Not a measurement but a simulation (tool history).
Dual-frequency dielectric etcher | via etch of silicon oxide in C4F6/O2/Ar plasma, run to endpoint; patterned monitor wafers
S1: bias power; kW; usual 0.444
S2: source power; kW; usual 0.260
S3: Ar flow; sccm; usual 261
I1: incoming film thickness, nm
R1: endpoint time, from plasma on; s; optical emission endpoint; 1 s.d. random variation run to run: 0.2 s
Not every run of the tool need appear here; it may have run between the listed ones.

Run 1, day 0.000: usual settings; I1 164.6. Result: R1 40.5 s.
Run 2, day 1.192: usual settings; I1 162.7. Result: R1 40.0 s.
Run 3, day 2.121: usual settings; I1 164.1. Result: R1 40.4 s.
Run 4, day 2.629: usual settings but S3 313 sccm; I1 165.0. Result: R1 41.6 s.
Run 5, day 4.979: usual settings but S3 313 sccm; I1 165.2. Result: R1 42.4 s.
Run 6, day 5.762: usual settings; I1 165.3. Result: R1 40.6 s.
Run 7, day 6.450: usual settings; I1 165.1. Result: R1 41.1 s.
Run 8, day 7.517: usual settings; I1 165.2. Result: R1 41.2 s.
Run 9, day 8.467: usual settings but S2 0.230 kW; I1 163.4. Result: R1 42.5 s.
Run 10, day 9.071: usual settings but S2 0.230 kW; I1 164.0. Result: R1 43.2 s.
At day 11.962: bias power generator calibrated.
At day 13.483: Ar flow controller replaced.
Run 11, day 13.504: usual settings but S2 0.230 kW; I1 163.4. Result: R1 43.1 s.
At day 15.604: wet clean of the chamber.
Run 12, day 15.625: usual settings but S1 0.516 kW, S3 223 sccm; I1 163.9. Result: R1 35.3 s.
Run 13, day 16.192: usual settings but S1 0.516 kW, S3 223 sccm; I1 164.6. Result: R1 35.6 s.
Run 14, day 16.846: usual settings but S2 0.220 kW, S3 315 sccm; I1 164.3. Result: R1 43.0 s.
At day 19.171: upper electrode replaced.
Run 15, day 19.192: usual settings but S1 0.394 kW, S2 0.290 kW, S3 209 sccm; I1 163.5. Result: R1 39.8 s.
Run 16, day 19.204: usual settings but S1 0.344 kW; I1 163.8. Result: R1 46.6 s.
Run 17, day 19.646: usual settings but S1 0.371 kW, S3 228 sccm; I1 165.7. Result: R1 44.4 s.
Run 18, day 20.962: usual settings but S1 0.538 kW; I1 163.6. Result: R1 35.6 s.
Run 19, day 22.358: usual settings; I1 164.9. Result: R1 40.3 s.
Run 20, day 23.162: usual settings; I1 163.8. Result: R1 40.1 s.
At day 25.983: source power generator calibrated.
Run 21, day 26.542: usual settings but S2 0.300 kW, S3 227 sccm; I1 164.0. Result: R1 37.8 s.
Run 22, day 30.938: usual settings but S1 0.530 kW; I1 166.0. Result: R1 36.9 s.
Run 23, day 32.288: usual settings; I1 162.8. Result: R1 40.7 s.
Run 24, day 33.088: usual settings but S2 0.210 kW, S3 231 sccm; I1 166.5. Result: R1 44.1 s.
Run 25, day 33.712: usual settings but S1 0.410 kW, S2 0.280 kW, S3 325 sccm; I1 166.3. Result: R1 43.5 s.
Run 26, day 34.338: usual settings; I1 162.6. Result: R1 40.7 s.
Run 27, day 35.417: usual settings; I1 162.4. Result: R1 41.0 s.

Alternative continuations, all from the tool just after run 27; predict every row:
Run A, day 35.433: usual settings; I1 165.5. Result: R1 ?.
Run B, day 35.433: usual settings but S1 0.342 kW, S2 0.210 kW, S3 204 sccm; I1 165.5. Result: R1 ?.
Run C, day 35.433: usual settings but S3 305 sccm; I1 165.5. Result: R1 ?.

run    R1
  A  41.0
  B  50.8
  C  41.8
Take away the tool's hidden state, keep each run's random variation, and the runs would have read:
run    R1
  A  39.4
  B  48.8
  C  40.1
